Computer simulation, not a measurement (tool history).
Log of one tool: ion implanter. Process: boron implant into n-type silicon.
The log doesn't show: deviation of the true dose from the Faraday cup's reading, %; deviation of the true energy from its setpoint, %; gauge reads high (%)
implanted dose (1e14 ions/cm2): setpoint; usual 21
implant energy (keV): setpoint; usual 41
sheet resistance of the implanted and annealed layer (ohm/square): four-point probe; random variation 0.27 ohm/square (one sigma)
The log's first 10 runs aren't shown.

| run | hour | implanted dose (1e14 ions/cm2) | implant energy (keV) | wafers since the last listed run | hours since the last dose calibration | hours since the extraction supply was calibrated | hours since the gauge calibration | read-back reference wafer on the same gauge, sheet resistance | sheet resistance of the implanted and annealed layer (ohm/square) |
|---|---|---|---|---|---|---|---|---|---|
|  | 1217.6 | Faraday cup replaced and dose calibrated |
| 11 | 1395.8 | 21 | 41 | 7108 | 178.2 | 2115 | 3031 | 72.97 | 61.42 |
| 12 | 1444.7 | 21 | 41 | 1437 | 227.1 | 2163.9 | 3079.9 | 72.79 | 61.36 |
| 13 | 1509.6 | 21 | 41 | 1907 | 292 | 2228.8 | 3144.8 | 72.62 | 61.52 |
| 14 | 1579.3 | 23 | 41 | 2048 | 361.7 | 2298.5 | 3214.5 | 72.85 | 57.91 |
|  | 1625 | extraction supply calibrated |
| 15 | 1625.5 | 23 | 41 | 1122 | 407.9 | 0.5 | 3260.7 | 72.85 | 58.25 |
| 16 | 1693.6 | 18.39 | 29.5 | 2001 | 476 | 68.6 | 3328.8 | 72.6 | 70.85 |
| 17 | 1735.5 | 25.4 | 33 | 1231 | 517.9 | 110.5 | 3370.7 | 72.67 | 56.54 |
| 18 | 1808.2 | 26.67 | 30.5 | 2137 | 590.6 | 183.2 | 3443.4 | 72.75 | 56.22 |
| 19 | 1873 | 21 | 41 | 1904 | 655.4 | 248 | 3508.2 | 72.88 | 62.14 |
| 20 | 1965.6 | 17.43 | 48.5 | 2722 | 748 | 340.6 | 3600.8 | 72.79 | 70.02 |
| 21 | 2069.8 | 21 | 41 | 3063 | 852.2 | 444.8 | 3705 | 72.71 | 61.43 |
|  | 2082.2 | gauge calibrated |
| 22 | 2153.9 | 19.37 | 31 | 2472 | 936.3 | 528.9 | 71.7 | 72.75 | 67.36 |
| 23 | 2249.4 | 21 | 41 | 2807 | 1031.8 | 624.4 | 167.2 | 72.68 | 61.77 |
| 24 | 2568.8 | 25.18 | 27.5 | 9389 | 1351.2 | 943.8 | 486.6 | 72.77 | 59.23 |

Run 25 comes next. What will it give?
| 25 | 2643.6 | 24.44 | 45.5 | 2198 | 1426 | 1018.6 | 561.4 | ? | ? |

read-back reference wafer on the same gauge, sheet resistance: 72.58
sheet resistance of the implanted and annealed layer (ohm/square): 54.59
Without the tool's hidden state the same run would have given sheet resistance of the implanted and annealed layer (ohm/square) 54.59.
